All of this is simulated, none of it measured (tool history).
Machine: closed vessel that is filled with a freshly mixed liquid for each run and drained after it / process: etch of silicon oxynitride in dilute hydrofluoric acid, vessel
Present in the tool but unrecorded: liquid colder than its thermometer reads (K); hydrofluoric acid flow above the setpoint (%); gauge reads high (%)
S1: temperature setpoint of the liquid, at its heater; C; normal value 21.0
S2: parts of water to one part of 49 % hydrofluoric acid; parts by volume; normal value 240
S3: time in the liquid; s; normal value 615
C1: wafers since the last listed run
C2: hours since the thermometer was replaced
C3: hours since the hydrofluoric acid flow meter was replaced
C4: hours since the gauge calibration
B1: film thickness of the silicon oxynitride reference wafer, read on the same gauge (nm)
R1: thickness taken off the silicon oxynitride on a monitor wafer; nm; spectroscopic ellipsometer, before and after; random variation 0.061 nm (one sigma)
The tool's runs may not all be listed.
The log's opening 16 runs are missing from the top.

| run | hour | S1 | S2 | S3 | C1 | C2 | C3 | C4 | B1 | R1 |
|---|---|---|---|---|---|---|---|---|---|---|
| 17 | 200.9 | 21.0 | 240 | 615 | 790 | 58.6 | 84.8 | 168.5 | 110.07 | 9.61 |
| 18 | 214.1 | 21.0 | 240 | 615 | 750 | 71.8 | 98.0 | 181.7 | 109.96 | 9.63 |
| 19 | 220.3 | 21.0 | 240 | 785 | 352 | 78.0 | 104.2 | 187.9 | 110.01 | 12.29 |
| 20 | 231.2 | 21.0 | 180 | 615 | 619 | 88.9 | 115.1 | 198.8 | 109.98 | 13.28 |
|  | 273.8 | gauge calibrated |
| 21 | 276.0 | 21.0 | 240 | 520 | 2548 | 133.7 | 159.9 | 2.2 | 110.07 | 8.19 |
| 22 | 284.6 | 21.0 | 185 | 615 | 489 | 142.3 | 168.5 | 10.8 | 109.96 | 12.90 |
| 23 | 294.1 | 17.5 | 175 | 865 | 540 | 151.8 | 178.0 | 20.3 | 109.95 | 16.34 |
| 24 | 308.0 | 21.0 | 240 | 880 | 790 | 165.7 | 191.9 | 34.2 | 110.01 | 13.54 |
| 25 | 323.8 | 22.5 | 325 | 945 | 898 | 181.5 | 207.7 | 50.0 | 110.04 | 10.93 |
| 26 | 335.0 | 21.0 | 240 | 615 | 637 | 192.7 | 218.9 | 61.2 | 109.96 | 9.43 |
| 27 | 345.1 | 23.5 | 240 | 615 | 574 | 202.8 | 229.0 | 71.3 | 110.04 | 10.57 |
| 28 | 356.1 | 23.5 | 180 | 615 | 625 | 213.8 | 240.0 | 82.3 | 110.00 | 15.01 |
| 29 | 367.1 | 23.0 | 350 | 310 | 625 | 224.8 | 251.0 | 93.3 | 109.98 | 3.36 |
| 30 | 379.9 | 21.0 | 240 | 615 | 728 | 237.6 | 263.8 | 106.1 | 110.03 | 9.64 |
| 31 | 386.0 | 17.0 | 310 | 355 | 346 | 243.7 | 269.9 | 112.2 | 110.01 | 3.45 |
| 32 | 396.9 | 18.0 | 275 | 615 | 619 | 254.6 | 280.8 | 123.1 | 109.98 | 7.19 |
| 33 | 403.7 | 21.0 | 240 | 615 | 386 | 261.4 | 287.6 | 129.9 | 110.03 | 9.49 |

Predict each of these 4 candidate next runs independently; none follows another, all start after run 33:
| A | 404.5 | 21.0 | 240 | 290 | 45 | 262.2 | 288.4 | 130.7 | ? | ? |
| B | 404.5 | 21.0 | 125 | 815 | 45 | 262.2 | 288.4 | 130.7 | ? | ? |
| C | 404.5 | 17.0 | 170 | 615 | 45 | 262.2 | 288.4 | 130.7 | ? | ? |
| D | 404.5 | 17.0 | 355 | 745 | 45 | 262.2 | 288.4 | 130.7 | ? | ? |

| run | B1 | R1 |
|---|---|---|
| A | 109.98 | 4.49 |
| B | 109.98 | 26.24 |
| C | 109.98 | 11.65 |
| D | 109.98 | 6.09 |
The same runs, with their run-to-run variation unchanged, on a tool lacking any hidden condition would have given:
| run | R1 |
|---|---|
| A | 4.49 |
| B | 26.24 |
| C | 11.65 |
| D | 6.09 |
